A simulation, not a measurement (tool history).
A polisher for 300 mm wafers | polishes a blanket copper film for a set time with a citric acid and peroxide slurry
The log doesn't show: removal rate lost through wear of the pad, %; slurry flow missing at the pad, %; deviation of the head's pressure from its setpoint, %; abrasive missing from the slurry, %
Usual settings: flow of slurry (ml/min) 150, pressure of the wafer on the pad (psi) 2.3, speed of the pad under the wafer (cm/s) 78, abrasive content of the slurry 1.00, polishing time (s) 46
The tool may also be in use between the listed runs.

run    hour  flow of slurry (ml/min)  pressure of the wafer on the pad (psi)  speed of the pad under the wafer (cm/s)  abrasive content of the slurry  polishing time (s)  wafers since the last listed run  wafers polished on this pad  hours since the slurry nozzle was cleaned  hours since the head pressure was calibrated  hours since the slurry blender was calibrated  incoming thickness of the incoming film, nm  film removed (Å)
  1     0.0                      120                                     2.3                                       78                            1.00                  34                                 0                          633                                      247.1                                         150.2                                           30.8                                       1123.6               431
  2    99.9                      150                                     2.3                                       78                            1.00                  46                              1274                         1908                                      347.0                                         250.1                                          130.7                                       1151.8               587
  3   186.9                      150                                     2.3                                       78                            1.00                  46                              1110                         3018                                      434.0                                         337.1                                          217.7                                       1127.0               563
  4   252.8                      150                                     2.3                                       78                            1.00                  46                               841                         3859                                      499.9                                         403.0                                          283.6                                       1131.8               574
  5   293.8                      150                                     2.3                                       78                            1.00                  46                               523                         4383                                      540.9                                         444.0                                          324.6                                       1152.2               563
      309.0  -- worn pad replaced by a new one
      365.2  -- slurry blender recalibrated
  6   497.6                      150                                     2.3                                       78                            1.00                  46                              2524                         2381                                      744.7                                         647.8                                          132.4                                       1145.5               569
      566.6  -- slurry nozzle cleaned
  7   656.6                      150                                     2.3                                       78                            1.00                  46                              2016                         4398                                       90.0                                         806.8                                          291.4                                       1140.4               570
  8   705.4                      150                                     2.3                                       78                            1.00                  46                               622                         5021                                      138.8                                         855.6                                          340.2                                       1146.8               565
      763.0  -- worn pad replaced by a new one
  9   807.4                      150                                     2.3                                       78                            1.00                  46                              1250                          566                                      240.8                                         957.6                                          442.2                                       1163.6               623
      811.4  -- slurry blender recalibrated
      939.6  -- head pressure recalibrated
 10  1021.5                      150                                     2.3                                       78                            1.00                  46                              2681                         3247                                      454.9                                          81.9                                          210.1                                       1156.3               557
     1109.6  -- worn pad replaced by a new one
 11  1114.3                      150                                     2.3                                       78                            1.00                  46                              1133                           59                                      547.7                                         174.7                                          302.9                                       1151.0               633
 12  1187.6                      150                                     2.3                                       78                            1.00                  46                               935                          995                                      621.0                                         248.0                                          376.2                                       1135.3               588
     1228.3  -- slurry blender recalibrated
 13  1285.9                      110                                     2.3                                       78                            1.00                  36                              1228                         2224                                      719.3                                         346.3                                           57.6                                       1144.4               428
 14  1355.4                      200                                     2.1                                       78                            0.75                  46                               886                         3111                                      788.8                                         415.8                                          127.1                                       1137.0               518

The next listed run, before its measurement:
 15  1423.4                      105                                     2.3                                       78                            0.75                  46                               867                         3979                                      856.8                                         483.8                                          195.1                                       1141.5                 ?

{"run 15": {"film removed (Å)": 486}}
Without the tool's hidden state the same run would have given film removed (Å) 544.
